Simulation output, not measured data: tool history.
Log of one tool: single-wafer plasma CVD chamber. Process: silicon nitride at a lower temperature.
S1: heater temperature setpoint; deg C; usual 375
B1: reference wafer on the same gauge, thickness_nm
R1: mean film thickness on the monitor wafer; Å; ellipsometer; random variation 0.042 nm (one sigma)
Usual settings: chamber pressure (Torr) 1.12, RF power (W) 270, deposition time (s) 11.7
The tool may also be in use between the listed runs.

run 1 hour=0.0 | S1=375 chamber_pressure_(Torr)=1.12 RF_power_(W)=270 deposition_time_(s)=12.2 | B1=14.313 | R1=128.98
-- hour=19.4 gauge calibrated
run 2 hour=24.6 | S1=375 chamber_pressure_(Torr)=1.12 RF_power_(W)=270 deposition_time_(s)=12.2 | B1=14.293 | R1=128.74
run 3 hour=66.1 | S1=375 chamber_pressure_(Torr)=1.12 RF_power_(W)=270 deposition_time_(s)=12.2 | B1=14.316 | R1=127.89
run 4 hour=136.3 | S1=375 chamber_pressure_(Torr)=1.12 RF_power_(W)=270 deposition_time_(s)=11.7 | B1=14.307 | R1=123.28
run 5 hour=195.6 | S1=375 chamber_pressure_(Torr)=1.12 RF_power_(W)=270 deposition_time_(s)=11.7 | B1=14.280 | R1=124.14
-- hour=229.9 RF generator calibrated
-- hour=254.4 capacitance manometer re-zeroed and calibrated
run 6 hour=254.9 | S1=375 chamber_pressure_(Torr)=1.12 RF_power_(W)=270 deposition_time_(s)=11.7 | B1=14.302 | R1=120.85
run 7 hour=274.0 | S1=375 chamber_pressure_(Torr)=1.12 RF_power_(W)=270 deposition_time_(s)=11.7 | B1=14.300 | R1=120.20
run 8 hour=311.1 | S1=375 chamber_pressure_(Torr)=1.22 RF_power_(W)=270 deposition_time_(s)=11.7 | B1=14.301 | R1=123.50
-- hour=324.7 RF generator calibrated, repeated, since the last time left the tool worse
-- hour=328.7 gauge calibrated
run 9 hour=370.4 | S1=375 chamber_pressure_(Torr)=1.12 RF_power_(W)=270 deposition_time_(s)=11.7 | B1=14.306 | R1=125.32
run 10 hour=397.5 | S1=375 chamber_pressure_(Torr)=1.12 RF_power_(W)=270 deposition_time_(s)=11.7 | B1=14.310 | R1=124.88
run 11 hour=428.7 | S1=380 chamber_pressure_(Torr)=1.12 RF_power_(W)=270 deposition_time_(s)=9.5 | B1=14.297 | R1=102.16
-- hour=457.7 showerhead replaced
run 12 hour=462.7 | S1=386 chamber_pressure_(Torr)=1.25 RF_power_(W)=245 deposition_time_(s)=11.0 | B1=14.296 | R1=116.50
-- hour=474.5 thermocouple changed; heater temperature recalibrated
run 13 hour=517.5 | S1=381 chamber_pressure_(Torr)=1.37 RF_power_(W)=270 deposition_time_(s)=11.7 | B1=14.294 | R1=131.18
run 14 hour=576.1 | S1=375 chamber_pressure_(Torr)=1.19 RF_power_(W)=305 deposition_time_(s)=11.7 | B1=14.303 | R1=133.14
run 15 hour=607.7 | S1=375 chamber_pressure_(Torr)=1.12 RF_power_(W)=270 deposition_time_(s)=10.4 | B1=14.306 | R1=111.54
run 16 hour=640.5 | S1=375 chamber_pressure_(Torr)=1.12 RF_power_(W)=270 deposition_time_(s)=11.7 | B1=14.297 | R1=125.59

Forecast each of these 4 alternatives for the next run:
run A hour=640.9 | S1=375 chamber_pressure_(Torr)=1.25 RF_power_(W)=270 deposition_time_(s)=11.7 | B1=? | R1=?
run B hour=640.9 | S1=383 chamber_pressure_(Torr)=0.96 RF_power_(W)=270 deposition_time_(s)=11.7 | B1=? | R1=?
run C hour=640.9 | S1=369 chamber_pressure_(Torr)=1.12 RF_power_(W)=270 deposition_time_(s)=11.7 | B1=? | R1=?
run D hour=640.9 | S1=364 chamber_pressure_(Torr)=1.20 RF_power_(W)=250 deposition_time_(s)=12.4 | B1=? | R1=?

run=A B1=14.319 R1=127.74
run=B B1=14.319 R1=118.45
run=C B1=14.319 R1=124.27
run=D B1=14.319 R1=130.86
Without the tool's hidden state the same runs would have given:
run=A R1=128.50
run=B R1=119.16
run=C R1=125.01
run=D R1=131.64

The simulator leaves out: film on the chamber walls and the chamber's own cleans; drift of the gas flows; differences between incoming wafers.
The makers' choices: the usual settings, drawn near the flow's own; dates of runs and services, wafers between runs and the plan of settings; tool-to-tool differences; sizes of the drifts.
